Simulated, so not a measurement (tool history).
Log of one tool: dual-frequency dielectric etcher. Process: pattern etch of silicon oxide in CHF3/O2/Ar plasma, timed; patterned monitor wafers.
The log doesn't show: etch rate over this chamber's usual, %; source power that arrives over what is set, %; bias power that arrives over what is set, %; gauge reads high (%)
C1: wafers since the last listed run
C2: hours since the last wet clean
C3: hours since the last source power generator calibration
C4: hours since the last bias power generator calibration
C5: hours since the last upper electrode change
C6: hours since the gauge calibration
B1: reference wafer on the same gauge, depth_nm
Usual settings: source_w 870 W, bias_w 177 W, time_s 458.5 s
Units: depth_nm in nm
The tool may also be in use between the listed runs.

Run 1, day 0.000: usual settings but source_w 1010 W, time_s 548.5 s; C1 0; C2 240.0; C3 4032.1; C4 2736.7; C5 18.6; C6 464.2; B1 816.8. Result: depth_nm 1186.1 nm.
Run 2, day 1.171: usual settings but source_w 1020 W; C1 108; C2 268.1; C3 4060.2; C4 2764.8; C5 46.7; C6 492.3; B1 817.5. Result: depth_nm 1004.2 nm.
Run 3, day 2.621: usual settings but source_w 1020 W; C1 134; C2 302.9; C3 4095.0; C4 2799.6; C5 81.5; C6 527.1; B1 817.8. Result: depth_nm 982.3 nm.
Run 4, day 3.962: usual settings but source_w 1020 W; C1 124; C2 335.1; C3 4127.2; C4 2831.8; C5 113.7; C6 559.3; B1 817.7. Result: depth_nm 975.9 nm.
Run 5, day 4.612: usual settings; C1 60; C2 350.7; C3 4142.8; C4 2847.4; C5 129.3; C6 574.9; B1 816.9. Result: depth_nm 928.7 nm.
Run 6, day 5.462: usual settings; C1 78; C2 371.1; C3 4163.2; C4 2867.8; C5 149.7; C6 595.3; B1 816.6. Result: depth_nm 920.3 nm.
Run 7, day 6.446: usual settings; C1 90; C2 394.7; C3 4186.8; C4 2891.4; C5 173.3; C6 618.9; B1 817.5. Result: depth_nm 932.6 nm.
Run 8, day 7.554: usual settings but source_w 980 W, time_s 414.5 s; C1 102; C2 421.3; C3 4213.4; C4 2918.0; C5 199.9; C6 645.5; B1 817.3. Result: depth_nm 881.4 nm.
Run 9, day 8.546: usual settings but source_w 980 W, time_s 414.5 s; C1 91; C2 445.1; C3 4237.2; C4 2941.8; C5 223.7; C6 669.3; B1 817.7. Result: depth_nm 880.0 nm.
Run 10, day 9.129: usual settings but time_s 390.0 s; C1 53; C2 459.1; C3 4251.2; C4 2955.8; C5 237.7; C6 683.3; B1 816.6. Result: depth_nm 773.4 nm.
At day 10.242: source power generator calibrated.
Run 11, day 10.262: usual settings but source_w 1060 W; C1 89; C2 486.3; C3 0.5; C4 2983.0; C5 264.9; C6 710.5; B1 816.1. Result: depth_nm 972.9 nm.
Run 12, day 11.171: usual settings but source_w 1020 W; C1 84; C2 508.1; C3 22.3; C4 3004.8; C5 286.7; C6 732.3; B1 816.4. Result: depth_nm 969.2 nm.
At day 12.479: wet clean of the chamber.
Run 13, day 12.500: usual settings; C1 30; C2 0.5; C3 54.2; C4 3036.7; C5 318.6; C6 764.2; B1 815.4. Result: depth_nm 983.8 nm.
Run 14, day 13.167: usual settings but source_w 1090 W, bias_w 161 W, time_s 514.0 s; C1 61; C2 16.5; C3 70.2; C4 3052.7; C5 334.6; C6 780.2; B1 818.6. Result: depth_nm 1155.2 nm.
At day 13.821: bias power generator calibrated.
Run 15, day 14.488: usual settings but time_s 397.0 s; C1 106; C2 48.2; C3 101.9; C4 16.0; C5 366.3; C6 811.9; B1 816.4. Result: depth_nm 845.2 nm.
At day 14.592: gauge calibrated.
Run 16, day 15.183: usual settings; C1 64; C2 64.9; C3 118.6; C4 32.7; C5 383.0; C6 14.2; B1 817.7. Result: depth_nm 966.5 nm.
Run 17, day 16.062: usual settings; C1 81; C2 86.0; C3 139.7; C4 53.8; C5 404.1; C6 35.3; B1 816.7. Result: depth_nm 970.0 nm.
Run 18, day 16.679: usual settings; C1 57; C2 100.8; C3 154.5; C4 68.6; C5 418.9; C6 50.1; B1 817.3. Result: depth_nm 971.0 nm.
Run 19, day 17.850: usual settings but source_w 1060 W, bias_w 197 W; C1 108; C2 128.9; C3 182.6; C4 96.7; C5 447.0; C6 78.2; B1 817.2. Result: depth_nm 1079.4 nm.
Run 20, day 19.112: usual settings but source_w 750 W, time_s 382.5 s; C1 116; C2 159.2; C3 212.9; C4 127.0; C5 477.3; C6 108.5; B1 815.6. Result: depth_nm 765.0 nm.
Run 21, day 19.925: usual settings but time_s 400.5 s; C1 75; C2 178.7; C3 232.4; C4 146.5; C5 496.8; C6 128.0; B1 817.2. Result: depth_nm 843.7 nm.
Run 22, day 20.521: usual settings but bias_w 149 W, time_s 386.5 s; C1 55; C2 193.0; C3 246.7; C4 160.8; C5 511.1; C6 142.3; B1 816.6. Result: depth_nm 775.6 nm.
Run 23, day 21.696: usual settings but source_w 780 W, bias_w 191 W, time_s 586.5 s; C1 108; C2 221.2; C3 274.9; C4 189.0; C5 539.3; C6 170.5; B1 816.4. Result: depth_nm 1193.7 nm.
Run 24, day 22.683: usual settings but bias_w 195 W, time_s 387.5 s; C1 91; C2 244.9; C3 298.6; C4 212.7; C5 563.0; C6 194.2; B1 817.4. Result: depth_nm 831.9 nm.
Run 25, day 23.325: usual settings; C1 59; C2 260.3; C3 314.0; C4 228.1; C5 578.4; C6 209.6; B1 816.3. Result: depth_nm 954.5 nm.
Run 26, day 24.692: usual settings but time_s 371.5 s; C1 126; C2 293.1; C3 346.8; C4 260.9; C5 611.2; C6 242.4; B1 816.6. Result: depth_nm 775.3 nm.
Run 27, day 25.754: usual settings; C1 98; C2 318.6; C3 372.3; C4 286.4; C5 636.7; C6 267.9; B1 816.9. Result: depth_nm 949.9 nm.
Run 28, day 26.712: usual settings but source_w 760 W, bias_w 193 W, time_s 563.5 s; C1 88; C2 341.6; C3 395.3; C4 309.4; C5 659.7; C6 290.9; B1 817.4. Result: depth_nm 1137.0 nm.
Run 29, day 27.733: usual settings but source_w 740 W, bias_w 154 W, time_s 385.0 s; C1 94; C2 366.1; C3 419.8; C4 333.9; C5 684.2; C6 315.4; B1 817.0. Result: depth_nm 721.9 nm.

Forecast each of these 5 alternatives for the next run:
Run A, day 27.754: usual settings; C1 1; C2 366.6; C3 420.3; C4 334.4; C5 684.7; C6 315.9; B1 ?. Result: depth_nm ?.
Run B, day 27.754: usual settings but bias_w 215 W; C1 1; C2 366.6; C3 420.3; C4 334.4; C5 684.7; C6 315.9; B1 ?. Result: depth_nm ?.
Run C, day 27.754: usual settings but source_w 930 W, bias_w 163 W, time_s 531.0 s; C1 1; C2 366.6; C3 420.3; C4 334.4; C5 684.7; C6 315.9; B1 ?. Result: depth_nm ?.
Run D, day 27.754: usual settings but source_w 1070 W, bias_w 137 W, time_s 355.5 s; C1 1; C2 366.6; C3 420.3; C4 334.4; C5 684.7; C6 315.9; B1 ?. Result: depth_nm ?.
Run E, day 27.754: usual settings but source_w 740 W, bias_w 213 W, time_s 343.5 s; C1 1; C2 366.6; C3 420.3; C4 334.4; C5 684.7; C6 315.9; B1 ?. Result: depth_nm ?.

run     B1  depth_nm
  A  818.1     943.7
  B  818.1     992.6
  C  818.1    1096.2
  D  818.1     741.1
  E  818.1     701.9
Without the tool's hidden state the same runs would have given:
run  depth_nm
  A     981.3
  B    1032.2
  C    1140.0
  D     770.7
  E     730.0

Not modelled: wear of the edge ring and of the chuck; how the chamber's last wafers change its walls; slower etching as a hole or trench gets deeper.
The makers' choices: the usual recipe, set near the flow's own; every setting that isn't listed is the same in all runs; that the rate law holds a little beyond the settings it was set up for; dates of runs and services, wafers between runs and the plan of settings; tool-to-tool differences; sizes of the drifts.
